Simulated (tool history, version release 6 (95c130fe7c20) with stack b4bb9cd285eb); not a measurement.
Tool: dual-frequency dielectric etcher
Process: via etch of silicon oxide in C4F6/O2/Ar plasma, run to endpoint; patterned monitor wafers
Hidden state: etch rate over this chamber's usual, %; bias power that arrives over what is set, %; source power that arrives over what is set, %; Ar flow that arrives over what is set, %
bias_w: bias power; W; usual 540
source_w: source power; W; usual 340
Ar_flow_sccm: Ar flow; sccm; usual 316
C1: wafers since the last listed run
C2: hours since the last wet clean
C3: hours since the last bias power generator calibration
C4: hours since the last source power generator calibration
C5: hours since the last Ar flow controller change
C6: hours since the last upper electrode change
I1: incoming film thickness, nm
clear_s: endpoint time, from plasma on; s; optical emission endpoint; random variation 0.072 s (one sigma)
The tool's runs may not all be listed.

{"run": 1, "day": 0.0, "bias_w": 540, "source_w": 340, "Ar_flow_sccm": 279, "C1": 0, "C2": 150.1, "C3": 1541.2, "C4": 667.3, "C5": 1960.4, "C6": 3287.9, "I1": 74.1, "clear_s": 15.2}
{"run": 2, "day": 2.508, "bias_w": 540, "source_w": 340, "Ar_flow_sccm": 316, "C1": 1005, "C2": 210.3, "C3": 1601.4, "C4": 727.5, "C5": 2020.6, "C6": 3348.1, "I1": 74.9, "clear_s": 15.5}
{"run": 3, "day": 5.604, "bias_w": 540, "source_w": 340, "Ar_flow_sccm": 316, "C1": 1240, "C2": 284.6, "C3": 1675.7, "C4": 801.8, "C5": 2094.9, "C6": 3422.4, "I1": 74.6, "clear_s": 15.6}
{"run": 4, "day": 9.929, "bias_w": 540, "source_w": 340, "Ar_flow_sccm": 316, "C1": 1733, "C2": 388.4, "C3": 1779.5, "C4": 905.6, "C5": 2198.7, "C6": 3526.2, "I1": 74.3, "clear_s": 15.4}
{"run": 5, "day": 11.571, "bias_w": 540, "source_w": 340, "Ar_flow_sccm": 316, "C1": 657, "C2": 427.8, "C3": 1818.9, "C4": 945, "C5": 2238.1, "C6": 3565.6, "I1": 74.1, "clear_s": 15.4}
{"day": 15.533, "done": "wet clean of the chamber"}
{"run": 6, "day": 15.683, "bias_w": 540, "source_w": 320, "Ar_flow_sccm": 316, "C1": 1247, "C2": 3.6, "C3": 1917.6, "C4": 1043.7, "C5": 2336.8, "C6": 3664.3, "I1": 73.7, "clear_s": 15.8}
{"run": 7, "day": 19.654, "bias_w": 540, "source_w": 320, "Ar_flow_sccm": 316, "C1": 1591, "C2": 98.9, "C3": 2012.9, "C4": 1139, "C5": 2432.1, "C6": 3759.6, "I1": 74.8, "clear_s": 16.1}
{"day": 21.125, "done": "bias power generator calibrated"}
{"run": 8, "day": 23.767, "bias_w": 540, "source_w": 320, "Ar_flow_sccm": 316, "C1": 1581, "C2": 197.6, "C3": 63.4, "C4": 1237.7, "C5": 2530.8, "C6": 3858.3, "I1": 74.9, "clear_s": 15.9}
{"run": 9, "day": 25.529, "bias_w": 540, "source_w": 340, "Ar_flow_sccm": 364, "C1": 706, "C2": 239.9, "C3": 105.7, "C4": 1280, "C5": 2573.1, "C6": 3900.6, "I1": 74.9, "clear_s": 15.8}
{"run": 10, "day": 28.417, "bias_w": 540, "source_w": 340, "Ar_flow_sccm": 364, "C1": 1157, "C2": 309.2, "C3": 175, "C4": 1349.3, "C5": 2642.4, "C6": 3969.9, "I1": 74.8, "clear_s": 15.8}
{"day": 30.262, "done": "Ar flow controller replaced"}
{"run": 11, "day": 31.046, "bias_w": 540, "source_w": 340, "Ar_flow_sccm": 364, "C1": 953, "C2": 372.3, "C3": 238.1, "C4": 1412.4, "C5": 18.8, "C6": 4033, "I1": 74.7, "clear_s": 15.9}
{"day": 33.304, "done": "upper electrode replaced"}
{"day": 34.875, "done": "wet clean of the chamber"}
{"run": 12, "day": 34.896, "bias_w": 540, "source_w": 340, "Ar_flow_sccm": 316, "C1": 741, "C2": 0.5, "C3": 330.5, "C4": 1504.8, "C5": 111.2, "C6": 38.2, "I1": 73.8, "clear_s": 15.3}
{"run": 13, "day": 36.575, "bias_w": 579, "source_w": 340, "Ar_flow_sccm": 316, "C1": 672, "C2": 40.8, "C3": 370.8, "C4": 1545.1, "C5": 151.5, "C6": 78.5, "I1": 74.3, "clear_s": 15}
{"run": 14, "day": 38.588, "bias_w": 443, "source_w": 360, "Ar_flow_sccm": 256, "C1": 806, "C2": 89.1, "C3": 419.1, "C4": 1593.4, "C5": 199.8, "C6": 126.8, "I1": 73.9, "clear_s": 15.9}
{"day": 40.546, "done": "source power generator calibrated"}
{"run": 15, "day": 42.492, "bias_w": 540, "source_w": 340, "Ar_flow_sccm": 284, "C1": 1497, "C2": 182.8, "C3": 512.8, "C4": 46.7, "C5": 293.5, "C6": 220.5, "I1": 74.3, "clear_s": 15.4}
{"run": 16, "day": 44.35, "bias_w": 655, "source_w": 340, "Ar_flow_sccm": 316, "C1": 744, "C2": 227.4, "C3": 557.4, "C4": 91.3, "C5": 338.1, "C6": 265.1, "I1": 75, "clear_s": 14.5}
{"run": 17, "day": 46.021, "bias_w": 540, "source_w": 340, "Ar_flow_sccm": 252, "C1": 669, "C2": 267.5, "C3": 597.5, "C4": 131.4, "C5": 378.2, "C6": 305.2, "I1": 73.8, "clear_s": 15}
{"run": 18, "day": 49.254, "bias_w": 671, "source_w": 390, "Ar_flow_sccm": 346, "C1": 1295, "C2": 345.1, "C3": 675.1, "C4": 209, "C5": 455.8, "C6": 382.8, "I1": 74.6, "clear_s": 13.5}
{"run": 19, "day": 53.717, "bias_w": 540, "source_w": 340, "Ar_flow_sccm": 316, "C1": 1788, "C2": 452.2, "C3": 782.2, "C4": 316.1, "C5": 562.9, "C6": 489.9, "I1": 74.8, "clear_s": 15.4}
{"run": 20, "day": 55.442, "bias_w": 540, "source_w": 340, "Ar_flow_sccm": 316, "C1": 691, "C2": 493.6, "C3": 823.6, "C4": 357.5, "C5": 604.3, "C6": 531.3, "I1": 74.5, "clear_s": 15.6}
{"day": 56.754, "done": "wet clean of the chamber"}
{"run": 21, "day": 58.204, "bias_w": 610, "source_w": 290, "Ar_flow_sccm": 383, "C1": 706, "C2": 34.8, "C3": 889.9, "C4": 423.8, "C5": 670.6, "C6": 597.6, "I1": 74.9, "clear_s": 16.2}
{"run": 22, "day": 60.704, "bias_w": 656, "source_w": 260, "Ar_flow_sccm": 246, "C1": 1001, "C2": 94.8, "C3": 949.9, "C4": 483.8, "C5": 730.6, "C6": 657.6, "I1": 75.3, "clear_s": 15.8}
{"run": 23, "day": 63.646, "bias_w": 540, "source_w": 370, "Ar_flow_sccm": 263, "C1": 1178, "C2": 165.4, "C3": 1020.5, "C4": 554.4, "C5": 801.2, "C6": 728.2, "I1": 73.6, "clear_s": 14.3}
{"run": 24, "day": 65.392, "bias_w": 540, "source_w": 340, "Ar_flow_sccm": 316, "C1": 699, "C2": 207.3, "C3": 1062.4, "C4": 596.3, "C5": 843.1, "C6": 770.1, "I1": 73.4, "clear_s": 15.1}
{"run": 25, "day": 69.675, "bias_w": 407, "source_w": 340, "Ar_flow_sccm": 252, "C1": 1716, "C2": 310.1, "C3": 1165.2, "C4": 699.1, "C5": 945.9, "C6": 872.9, "I1": 74.5, "clear_s": 16.9}
{"run": 26, "day": 73.675, "bias_w": 621, "source_w": 370, "Ar_flow_sccm": 382, "C1": 1602, "C2": 406.1, "C3": 1261.2, "C4": 795.1, "C5": 1041.9, "C6": 968.9, "I1": 75.5, "clear_s": 14.6}
{"run": 27, "day": 75.183, "bias_w": 427, "source_w": 270, "Ar_flow_sccm": 373, "C1": 604, "C2": 442.3, "C3": 1297.4, "C4": 831.3, "C5": 1078.1, "C6": 1005.1, "I1": 74.2, "clear_s": 19.1}
{"day": 76.329, "done": "wet clean of the chamber"}
{"run": 28, "day": 81.433, "bias_w": 671, "source_w": 340, "Ar_flow_sccm": 316, "C1": 2103, "C2": 122.5, "C3": 1447.4, "C4": 981.3, "C5": 1228.1, "C6": 1155.1, "I1": 74.9, "clear_s": 14.4}

Hidden state at the last listed run before each entry between runs and at the first one after, where it differs:
Between runs 5 and 6: wet clean of the chamber (day 15.533)
  no hidden state differs between the two runs
Between runs 7 and 8: bias power generator calibrated (day 21.125)
  no hidden state differs between the two runs
Between runs 10 and 11: Ar flow controller replaced (day 30.262)
  no hidden state differs between the two runs
Between runs 11 and 12: upper electrode replaced (day 33.304); wet clean of the chamber (day 34.875)
  no hidden state differs between the two runs
Between runs 14 and 15: source power generator calibrated (day 40.546)
  no hidden state differs between the two runs
Between runs 20 and 21: wet clean of the chamber (day 56.754)
  no hidden state differs between the two runs
Between runs 27 and 28: wet clean of the chamber (day 76.329)
  no hidden state differs between the two runs
